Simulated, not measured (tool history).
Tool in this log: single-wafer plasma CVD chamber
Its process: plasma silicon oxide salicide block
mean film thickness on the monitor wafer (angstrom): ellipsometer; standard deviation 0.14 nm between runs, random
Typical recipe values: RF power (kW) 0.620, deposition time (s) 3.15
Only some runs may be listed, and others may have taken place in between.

| run | hour | RF power (kW) | deposition time (s) | wafers since the last listed run | hours since the last RF generator calibration | hours since the showerhead was replaced | hours since the gauge calibration | read-back reference wafer on the same gauge, thickness_nm | mean film thickness on the monitor wafer (angstrom) |
|---|---|---|---|---|---|---|---|---|---|
| 1 | 0.0 | 0.655 | 2.93 | 0 | 2440.1 | 5206.6 | 372.5 | 36.171 | 344.19 |
| 2 | 23.3 | 0.655 | 2.93 | 809 | 2463.4 | 5229.9 | 395.8 | 36.147 | 341.63 |
| 3 | 54.9 | 0.620 | 3.15 | 1097 | 2495.0 | 5261.5 | 427.4 | 36.136 | 362.06 |
| 4 | 74.0 | 0.620 | 3.15 | 663 | 2514.1 | 5280.6 | 446.5 | 36.064 | 361.14 |
| 5 | 96.5 | 0.620 | 3.15 | 781 | 2536.6 | 5303.1 | 469.0 | 36.000 | 361.41 |
| 6 | 113.9 | 0.620 | 2.82 | 604 | 2554.0 | 5320.5 | 486.4 | 36.012 | 324.54 |
| 7 | 189.9 | 0.620 | 2.82 | 2639 | 2630.0 | 5396.5 | 562.4 | 35.773 | 321.54 |
| 8 | 205.6 | 0.620 | 3.15 | 545 | 2645.7 | 5412.2 | 578.1 | 35.719 | 358.54 |
|  | 205.7 | gauge calibrated |
| 9 | 218.1 | 0.620 | 3.15 | 434 | 2658.2 | 5424.7 | 12.4 | 36.609 | 366.78 |
| 10 | 237.5 | 0.620 | 2.95 | 673 | 2677.6 | 5444.1 | 31.8 | 36.566 | 342.09 |
| 11 | 254.0 | 0.620 | 2.95 | 573 | 2694.1 | 5460.6 | 48.3 | 36.527 | 344.12 |
|  | 267.2 | showerhead replaced |
|  | 287.3 | RF generator calibrated |
| 12 | 337.9 | 0.500 | 3.44 | 2358 | 50.6 | 70.7 | 132.2 | 36.614 | 378.90 |
| 13 | 353.0 | 0.725 | 2.77 | 524 | 65.7 | 85.8 | 147.3 | 36.548 | 335.46 |
| 14 | 381.5 | 0.620 | 3.15 | 989 | 94.2 | 114.3 | 175.8 | 36.509 | 367.69 |
| 15 | 394.2 | 0.730 | 3.15 | 441 | 106.9 | 127.0 | 188.5 | 36.498 | 382.35 |
| 16 | 409.1 | 0.570 | 2.56 | 517 | 121.8 | 141.9 | 203.4 | 36.525 | 290.33 |
| 17 | 423.7 | 0.620 | 3.15 | 507 | 136.4 | 156.5 | 218.0 | 36.457 | 364.56 |
| 18 | 437.3 | 0.730 | 2.90 | 472 | 150.0 | 170.1 | 231.6 | 36.567 | 351.46 |
| 19 | 449.8 | 0.620 | 3.15 | 434 | 162.5 | 182.6 | 244.1 | 36.524 | 364.14 |
| 20 | 555.9 | 0.620 | 3.15 | 3684 | 268.6 | 288.7 | 350.2 | 36.417 | 364.35 |
| 21 | 571.6 | 0.560 | 3.33 | 545 | 284.3 | 304.4 | 365.9 | 36.284 | 376.80 |
| 22 | 591.2 | 0.620 | 2.69 | 680 | 303.9 | 324.0 | 385.5 | 36.234 | 311.85 |

Below are 5 alternative next runs, each starting from the tool's condition after run 22. Predict each:
| A | 591.6 | 0.620 | 3.15 | 13 | 304.3 | 324.4 | 385.9 | ? | ? |
| B | 591.6 | 0.740 | 3.15 | 13 | 304.3 | 324.4 | 385.9 | ? | ? |
| C | 591.6 | 0.740 | 3.35 | 13 | 304.3 | 324.4 | 385.9 | ? | ? |
| D | 591.6 | 0.515 | 3.15 | 13 | 304.3 | 324.4 | 385.9 | ? | ? |
| E | 591.6 | 0.655 | 3.15 | 13 | 304.3 | 324.4 | 385.9 | ? | ? |

| run | read-back reference wafer on the same gauge, thickness_nm | mean film thickness on the monitor wafer (angstrom) |
|---|---|---|
| A | 36.255 | 362.40 |
| B | 36.255 | 378.92 |
| C | 36.255 | 402.98 |
| D | 36.255 | 346.34 |
| E | 36.255 | 367.40 |
Without the tool's unlogged condition, the same runs would have read:
| run | mean film thickness on the monitor wafer (angstrom) |
|---|---|
| A | 364.71 |
| B | 381.33 |
| C | 405.55 |
| D | 348.55 |
| E | 369.74 |

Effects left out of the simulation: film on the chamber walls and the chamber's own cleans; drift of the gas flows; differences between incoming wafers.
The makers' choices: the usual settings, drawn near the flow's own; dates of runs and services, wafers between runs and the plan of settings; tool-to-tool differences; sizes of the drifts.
